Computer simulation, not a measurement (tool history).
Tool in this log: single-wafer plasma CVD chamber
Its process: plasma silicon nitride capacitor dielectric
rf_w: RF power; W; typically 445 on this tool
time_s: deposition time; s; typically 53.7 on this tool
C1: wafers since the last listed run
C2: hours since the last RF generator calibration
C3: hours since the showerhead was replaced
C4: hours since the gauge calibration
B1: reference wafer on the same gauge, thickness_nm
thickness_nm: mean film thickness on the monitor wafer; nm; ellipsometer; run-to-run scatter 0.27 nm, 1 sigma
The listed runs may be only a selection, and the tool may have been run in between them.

run 1 hour=0.0 | rf_w=390 time_s=53.7 | C1=0 C2=1737.2 C3=5482.6 C4=1001.3 | B1=83.259 | thickness_nm=75.570
run 2 hour=80.3 | rf_w=390 time_s=53.7 | C1=2380 C2=1817.5 C3=5562.9 C4=1081.6 | B1=83.291 | thickness_nm=75.578
run 3 hour=182.6 | rf_w=390 time_s=53.7 | C1=3032 C2=1919.8 C3=5665.2 C4=1183.9 | B1=83.295 | thickness_nm=75.628
run 4 hour=268.8 | rf_w=425 time_s=49.3 | C1=2555 C2=2006.0 C3=5751.4 C4=1270.1 | B1=83.275 | thickness_nm=71.457
run 5 hour=482.3 | rf_w=425 time_s=49.3 | C1=6328 C2=2219.5 C3=5964.9 C4=1483.6 | B1=83.295 | thickness_nm=71.140
run 6 hour=582.9 | rf_w=425 time_s=49.3 | C1=2981 C2=2320.1 C3=6065.5 C4=1584.2 | B1=83.385 | thickness_nm=71.586
run 7 hour=638.3 | rf_w=445 time_s=49.1 | C1=1642 C2=2375.5 C3=6120.9 C4=1639.6 | B1=83.294 | thickness_nm=71.956
-- hour=668.2 RF generator calibrated
run 8 hour=726.6 | rf_w=445 time_s=49.1 | C1=2380 C2=58.4 C3=6209.2 C4=1727.9 | B1=83.355 | thickness_nm=73.693
run 9 hour=788.5 | rf_w=445 time_s=49.1 | C1=1834 C2=120.3 C3=6271.1 C4=1789.8 | B1=83.332 | thickness_nm=73.694
-- hour=799.8 showerhead replaced
run 10 hour=884.3 | rf_w=445 time_s=53.7 | C1=2602 C2=216.1 C3=84.5 C4=1885.6 | B1=83.277 | thickness_nm=80.302
-- hour=910.6 gauge calibrated
run 11 hour=955.0 | rf_w=445 time_s=53.7 | C1=2095 C2=286.8 C3=155.2 C4=44.4 | B1=83.331 | thickness_nm=80.510
run 12 hour=1012.4 | rf_w=470 time_s=46.3 | C1=1701 C2=344.2 C3=212.6 C4=101.8 | B1=83.322 | thickness_nm=70.766
run 13 hour=1090.2 | rf_w=385 time_s=50.7 | C1=2306 C2=422.0 C3=290.4 C4=179.6 | B1=83.319 | thickness_nm=71.832
run 14 hour=1128.3 | rf_w=410 time_s=61.2 | C1=1129 C2=460.1 C3=328.5 C4=217.7 | B1=83.446 | thickness_nm=88.664
run 15 hour=1215.7 | rf_w=480 time_s=43.6 | C1=2590 C2=547.5 C3=415.9 C4=305.1 | B1=83.315 | thickness_nm=66.876
run 16 hour=1257.8 | rf_w=515 time_s=49.0 | C1=1247 C2=589.6 C3=458.0 C4=347.2 | B1=83.336 | thickness_nm=77.178
run 17 hour=1294.1 | rf_w=410 time_s=61.2 | C1=1075 C2=625.9 C3=494.3 C4=383.5 | B1=83.254 | thickness_nm=88.913
run 18 hour=1364.4 | rf_w=360 time_s=62.2 | C1=2083 C2=696.2 C3=564.6 C4=453.8 | B1=83.370 | thickness_nm=86.041
run 19 hour=1467.8 | rf_w=390 time_s=53.7 | C1=3064 C2=799.6 C3=668.0 C4=557.2 | B1=83.271 | thickness_nm=76.670
run 20 hour=1560.5 | rf_w=520 time_s=61.5 | C1=2747 C2=892.3 C3=760.7 C4=649.9 | B1=83.263 | thickness_nm=96.630
run 21 hour=1643.7 | rf_w=490 time_s=48.0 | C1=2466 C2=975.5 C3=843.9 C4=733.1 | B1=83.264 | thickness_nm=73.932
run 22 hour=1710.9 | rf_w=365 time_s=53.7 | C1=1991 C2=1042.7 C3=911.1 C4=800.3 | B1=83.243 | thickness_nm=75.053
run 23 hour=1766.8 | rf_w=480 time_s=57.2 | C1=1656 C2=1098.6 C3=967.0 C4=856.2 | B1=83.350 | thickness_nm=87.484
run 24 hour=1867.0 | rf_w=415 time_s=43.0 | C1=2970 C2=1198.8 C3=1067.2 C4=956.4 | B1=83.161 | thickness_nm=62.303
run 25 hour=1927.4 | rf_w=445 time_s=53.7 | C1=1790 C2=1259.2 C3=1127.6 C4=1016.8 | B1=83.225 | thickness_nm=79.435

State the hidden condition of the tool at each of the runs:
gauge reads high (%): 0 on each run
H1: delivered RF power above the setpoint (%)
run=1 H1=-4.85
run=2 H1=-5.07
run=3 H1=-5.34
run=4 H1=-5.57
run=5 H1=-6.15
run=6 H1=-6.42
run=7 H1=-6.57
run=8 H1=-0.289
run=9 H1=-0.455
run=10 H1=-0.712
run=11 H1=-0.902
run=12 H1=-1.06
run=13 H1=-1.26
run=14 H1=-1.37
run=15 H1=-1.6
run=16 H1=-1.71
run=17 H1=-1.81
run=18 H1=-2
run=19 H1=-2.28
run=20 H1=-2.53
run=21 H1=-2.75
run=22 H1=-2.93
run=23 H1=-3.08
run=24 H1=-3.35
run=25 H1=-3.51
